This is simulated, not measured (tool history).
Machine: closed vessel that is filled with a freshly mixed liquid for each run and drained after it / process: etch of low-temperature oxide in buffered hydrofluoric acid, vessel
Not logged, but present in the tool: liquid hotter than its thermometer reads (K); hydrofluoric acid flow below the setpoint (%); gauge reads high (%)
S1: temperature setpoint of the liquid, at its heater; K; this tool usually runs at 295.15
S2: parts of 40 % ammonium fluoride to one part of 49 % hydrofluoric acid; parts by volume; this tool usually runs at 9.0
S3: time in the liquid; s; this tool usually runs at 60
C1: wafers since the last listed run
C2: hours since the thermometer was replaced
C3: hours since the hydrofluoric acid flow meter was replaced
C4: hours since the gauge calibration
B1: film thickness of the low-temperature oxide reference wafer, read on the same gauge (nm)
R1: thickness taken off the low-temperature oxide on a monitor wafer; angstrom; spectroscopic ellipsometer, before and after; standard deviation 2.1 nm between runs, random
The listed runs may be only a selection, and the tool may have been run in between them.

run	hour	S1	S2	S3	C1	C2	C3	C4	B1	R1
1	0.0	291.65	9.0	60	0	2445.1	2095.4	1287.7	110.00	1642.6
2	15.8	291.65	9.0	60	1281	2460.9	2111.2	1303.5	110.02	1631.8
# hour 40.6: gauge calibrated
3	43.8	291.65	9.0	60	2270	2488.9	2139.2	3.2	110.01	1622.4
4	76.4	298.15	9.0	50	2643	2521.5	2171.8	35.8	110.00	1962.4
5	100.0	298.15	9.0	50	1914	2545.1	2195.4	59.4	110.00	1938.5
6	124.0	298.15	9.0	50	1946	2569.1	2219.4	83.4	110.01	1956.3
7	152.9	295.15	7.5	60	2343	2598.0	2248.3	112.3	110.05	2324.7
8	173.9	295.15	8.0	90	1703	2619.0	2269.3	133.3	109.99	3245.9
9	205.6	299.15	9.0	90	2570	2650.7	2301.0	165.0	110.01	3717.4
10	221.8	293.15	9.0	60	1313	2666.9	2317.2	181.2	110.02	1767.7
11	256.9	298.65	9.0	60	2846	2702.0	2352.3	216.3	109.98	2383.0
# hour 260.1: thermometer replaced
12	289.5	295.15	9.0	60	2562	29.4	2384.9	248.9	110.00	1943.0
13	302.4	291.15	9.0	60	1046	42.3	2397.8	261.8	110.02	1584.8
14	329.0	296.65	8.0	35	2157	68.9	2424.4	288.4	109.99	1363.6
15	364.8	295.15	9.0	50	2903	104.7	2460.2	324.2	110.01	1660.2
16	399.2	293.65	10.0	60	2789	139.1	2494.6	358.6	110.02	1592.7
17	433.1	295.15	6.5	40	2749	173.0	2528.5	392.5	110.03	1747.3
18	447.5	296.65	8.0	35	1167	187.4	2542.9	406.9	110.01	1367.2
# hour 470.4: hydrofluoric acid flow meter replaced
19	474.6	295.15	9.0	60	2116	214.5	4.2	434.0	110.00	2203.5
20	491.8	295.15	9.0	60	1394	231.7	21.4	451.2	109.99	2193.2
21	516.7	297.65	9.0	45	2019	256.6	46.3	476.1	110.02	1886.4
22	550.9	290.15	7.0	30	2773	290.8	80.5	510.3	110.00	1087.7
23	583.3	291.65	9.0	60	2627	323.2	112.9	542.7	110.00	1787.7
24	600.8	293.15	6.5	75	1419	340.7	130.4	560.2	110.01	3477.3
25	669.6	299.65	12.5	45	5579	409.5	199.2	629.0	110.02	1547.9
26	693.6	293.15	12.0	35	1946	433.5	223.2	653.0	109.97	875.6
27	727.7	295.15	9.0	60	2765	467.6	257.3	687.1	109.99	2203.4
28	761.2	291.65	8.0	45	2716	501.1	290.8	720.6	110.01	1530.6
29	795.0	295.15	7.5	60	2741	534.9	324.6	754.4	109.97	2585.0
30	810.6	295.15	10.5	70	1265	550.5	340.2	770.0	109.99	2242.1
31	825.3	297.15	9.0	80	1192	565.2	354.9	784.7	110.00	3201.4

5 options for the next run, each taken on its own from the tool as it stands now. Forecast them:
A	826.0	295.15	9.0	60	56	565.9	355.6	785.4	?	?
B	826.0	295.15	9.0	45	56	565.9	355.6	785.4	?	?
C	826.0	299.15	7.5	80	56	565.9	355.6	785.4	?	?
D	826.0	290.65	11.0	40	56	565.9	355.6	785.4	?	?
E	826.0	292.15	11.0	90	56	565.9	355.6	785.4	?	?

run	B1	R1
A	110.00	2164.8
B	110.00	1623.6
C	110.00	4332.2
D	110.00	949.4
E	110.00	2325.6
Without the tool's unlogged condition, the same runs would have read:
run	R1
A	2193.1
B	1644.8
C	4430.2
D	968.8
E	2373.0

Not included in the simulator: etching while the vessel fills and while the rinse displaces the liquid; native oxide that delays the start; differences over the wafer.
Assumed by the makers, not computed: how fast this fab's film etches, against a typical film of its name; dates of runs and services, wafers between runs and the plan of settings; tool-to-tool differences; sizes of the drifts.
